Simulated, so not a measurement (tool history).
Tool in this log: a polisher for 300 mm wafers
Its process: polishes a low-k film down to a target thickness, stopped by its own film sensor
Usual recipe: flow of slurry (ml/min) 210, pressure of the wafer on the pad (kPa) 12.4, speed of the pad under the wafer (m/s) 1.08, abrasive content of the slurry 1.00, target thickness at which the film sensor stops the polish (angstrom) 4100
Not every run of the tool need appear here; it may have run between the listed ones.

run   hour  flow of slurry (ml/min)  pressure of the wafer on the pad (kPa)  speed of the pad under the wafer (m/s)  abrasive content of the slurry  target thickness at which the film sensor stops the polish (angstrom)  incoming thickness of the incoming film, nm  time until the film sensor stopped the polish (s)
  1    0.0                      210                                    10.3                                    1.08                            1.00                                                                   4170                                        455.0                                               91.5
  2   17.0                      245                                    12.4                                    1.08                            1.00                                                                   4100                                        456.3                                               99.4
  3   30.1                      245                                    12.4                                    1.08                            1.00                                                                   4100                                        450.1                                               85.0
  4   58.6                      210                                    12.4                                    1.08                            1.00                                                                   4100                                        450.6                                               88.3
  5   70.7                      255                                    12.4                                    1.08                            1.20                                                                   4100                                        448.3                                               77.1
  6   98.4                      210                                    12.4                                    1.08                            1.00                                                                   4100                                        443.7                                               72.7
  7  125.6                      210                                    12.4                                    1.08                            1.00                                                                   4100                                        447.8                                               81.2
  8  139.0                      210                                    12.4                                    1.08                            1.00                                                                   4150                                        454.1                                               84.5
     144.4  -- conditioning disc replaced and pad reconditioned
     154.2  -- slurry nozzle cleaned
  9  155.2                      210                                    12.4                                    0.90                            0.80                                                                   4190                                        448.0                                               72.8
 10  176.0                      160                                    10.3                                    1.08                            1.00                                                                   4100                                        454.2                                              103.3
     200.9  -- worn pad replaced by a new one
 11  204.2                      210                                    13.8                                    0.92                            0.75                                                                   4030                                        446.1                                              101.8
 12  233.3                      165                                    12.4                                    1.36                            1.00                                                                   4020                                        449.7                                               84.9
 13  255.3                      255                                    12.4                                    1.08                            1.15                                                                   4060                                        447.2                                               82.9
 14  277.1                      210                                    12.4                                    1.08                            1.00                                                                   4100                                        454.5                                               94.0
 15  302.4                      275                                    12.4                                    0.86                            1.00                                                                   4140                                        445.9                                               77.4
     331.8  -- slurry blender recalibrated
 16  333.2                      135                                    12.4                                    0.74                            1.10                                                                   4100                                        440.1                                               88.9
 17  351.7                      210                                    12.4                                    0.70                            1.00                                                                   4100                                        445.7                                              108.3
     371.8  -- head pressure recalibrated
 18  378.5                      145                                    12.4                                    1.08                            1.00                                                                   4030                                        443.7                                               92.0
     440.9  -- worn pad replaced by a new one
 19  461.8                      165                                    15.2                                    0.74                            0.80                                                                   4100                                        458.3                                              131.4
 20  491.4                      270                                    12.4                                    1.08                            1.20                                                                   4100                                        453.4                                               87.2
 21  525.2                      280                                    12.4                                    1.22                            1.25                                                                   4220                                        444.9                                               41.7
 22  551.9                      155                                    12.4                                    1.08                            1.30                                                                   4230                                        447.0                                               50.6
 23  566.4                      210                                    12.4                                    1.32                            1.25                                                                   4150                                        450.3                                               61.4
 24  601.6                      210                                    12.4                                    1.08                            0.80                                                                   4100                                        444.8                                               78.9
 25  632.3                      210                                    12.4                                    1.08                            1.00                                                                   3980                                        442.3                                               95.4

5 options for the next run, each taken on its own from the tool as it stands now. Forecast them:
  A  632.7                      210                                    12.4                                    1.08                            1.00                                                                   4100                                        448.7                                                  ?
  B  632.7                      260                                    12.4                                    1.08                            1.00                                                                   4050                                        448.7                                                  ?
  C  632.7                      210                                    16.5                                    1.08                            0.85                                                                   4020                                        448.7                                                  ?
  D  632.7                      270                                    12.4                                    1.08                            1.00                                                                   4100                                        448.7                                                  ?
  E  632.7                      255                                    12.4                                    1.18                            0.85                                                                   4100                                        448.7                                                  ?

run  time until the film sensor stopped the polish (s)
  A                                               85.7
  B                                               94.7
  C                                               90.1
  D                                               83.6
  E                                               81.7
Stripped of hidden state, with their random variation kept, the same runs would have yielded:
run  time until the film sensor stopped the polish (s)
  A                                               79.0
  B                                               87.3
  C                                               82.0
  D                                               77.1
  E                                               74.8
